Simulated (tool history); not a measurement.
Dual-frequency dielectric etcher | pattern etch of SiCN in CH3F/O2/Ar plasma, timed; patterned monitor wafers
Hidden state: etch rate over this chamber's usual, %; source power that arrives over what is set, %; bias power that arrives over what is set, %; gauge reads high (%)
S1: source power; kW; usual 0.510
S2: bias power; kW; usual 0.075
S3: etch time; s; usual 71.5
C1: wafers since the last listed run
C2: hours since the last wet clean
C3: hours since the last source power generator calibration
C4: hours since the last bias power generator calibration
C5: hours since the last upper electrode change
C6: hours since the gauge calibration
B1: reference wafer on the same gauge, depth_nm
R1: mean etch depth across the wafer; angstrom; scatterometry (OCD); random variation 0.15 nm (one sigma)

run,hour,S1,S2,S3,C1,C2,C3,C4,C5,C6,B1,R1
1,0.0,0.510,0.075,71.5,0,191.8,2316.6,2060.6,3550.2,1283.4,25.90,317.5
2,74.6,0.510,0.075,71.5,512,266.4,2391.2,2135.2,3624.8,1358.0,25.92,316.1
# hour 160.4: wet clean of the chamber
3,160.9,0.510,0.075,71.5,427,0.5,2477.5,2221.5,3711.1,1444.3,26.00,320.4
4,244.7,0.510,0.075,71.5,575,84.3,2561.3,2305.3,3794.9,1528.1,26.09,318.0
5,286.6,0.510,0.075,71.5,287,126.2,2603.2,2347.2,3836.8,1570.0,26.14,317.6
6,365.9,0.510,0.075,71.5,544,205.5,2682.5,2426.5,3916.1,1649.3,26.20,319.7
7,462.6,0.510,0.070,64.0,663,302.2,2779.2,2523.2,4012.8,1746.0,26.31,280.5
# hour 546.2: wet clean of the chamber
8,546.7,0.510,0.070,64.0,412,0.5,2863.3,2607.3,4096.9,1830.1,26.41,281.3
9,602.8,0.510,0.070,64.0,385,56.6,2919.4,2663.4,4153.0,1886.2,26.45,283.0
10,668.0,0.510,0.075,71.5,447,121.8,2984.6,2728.6,4218.2,1951.4,26.57,325.1
11,737.1,0.510,0.075,71.5,474,190.9,3053.7,2797.7,4287.3,2020.5,26.61,326.2
# hour 776.3: upper electrode replaced
12,783.8,0.510,0.062,71.5,155,237.6,3100.4,2844.4,7.5,2067.2,26.69,303.6
13,848.1,0.510,0.062,71.5,441,301.9,3164.7,2908.7,71.8,2131.5,26.74,307.2
# hour 861.3: gauge calibrated
14,922.9,0.400,0.088,71.5,513,376.7,3239.5,2983.5,146.6,61.6,25.42,284.3
# hour 966.8: wet clean of the chamber
# hour 970.9: bias power generator calibrated
15,1020.4,0.510,0.075,71.5,477,53.6,3337.0,49.5,244.1,159.1,25.41,310.8
16,1090.1,0.480,0.070,61.5,478,123.3,3406.7,119.2,313.8,228.8,25.39,253.2
17,1191.3,0.580,0.075,58.5,694,224.5,3507.9,220.4,415.0,330.0,25.43,273.2
18,1296.5,0.510,0.066,71.5,722,329.7,3613.1,325.6,520.2,435.2,25.44,298.6
# hour 1316.3: source power generator calibrated
# hour 1377.7: wet clean of the chamber
19,1378.2,0.510,0.075,92.5,368,0.5,61.9,407.3,601.9,516.9,25.47,404.7
20,1418.5,0.470,0.075,64.5,276,40.8,102.2,447.6,642.2,557.2,25.44,267.3
21,1463.2,0.510,0.075,71.5,306,85.5,146.9,492.3,686.9,601.9,25.49,310.9
22,1523.8,0.550,0.086,71.5,416,146.1,207.5,552.9,747.5,662.5,25.49,343.6
23,1597.6,0.510,0.060,71.5,506,219.9,281.3,626.7,821.3,736.3,25.57,289.5
24,1681.7,0.580,0.091,64.0,577,304.0,365.4,710.8,905.4,820.4,25.57,317.7
# hour 1733.1: wet clean of the chamber
25,1786.0,0.510,0.057,82.0,551,52.9,469.7,815.1,1009.7,924.7,25.65,327.4
26,1861.2,0.510,0.075,71.5,516,128.1,544.9,890.3,1084.9,999.9,25.67,314.4

4 ways to go on from here, each from the tool as it stands after run 26. What would each give?
A,1861.6,0.470,0.075,71.5,2,128.5,545.3,890.7,1085.3,1000.3,?,?
B,1861.6,0.590,0.059,92.5,2,128.5,545.3,890.7,1085.3,1000.3,?,?
C,1861.6,0.510,0.075,79.5,2,128.5,545.3,890.7,1085.3,1000.3,?,?
D,1861.6,0.510,0.062,57.5,2,128.5,545.3,890.7,1085.3,1000.3,?,?

run,B1,R1
A,25.68,301.4
B,25.68,408.4
C,25.68,350.9
D,25.68,238.2
Without the tool's hidden state the same runs would have given:
run,R1
A,300.5
B,407.2
C,349.8
D,237.5
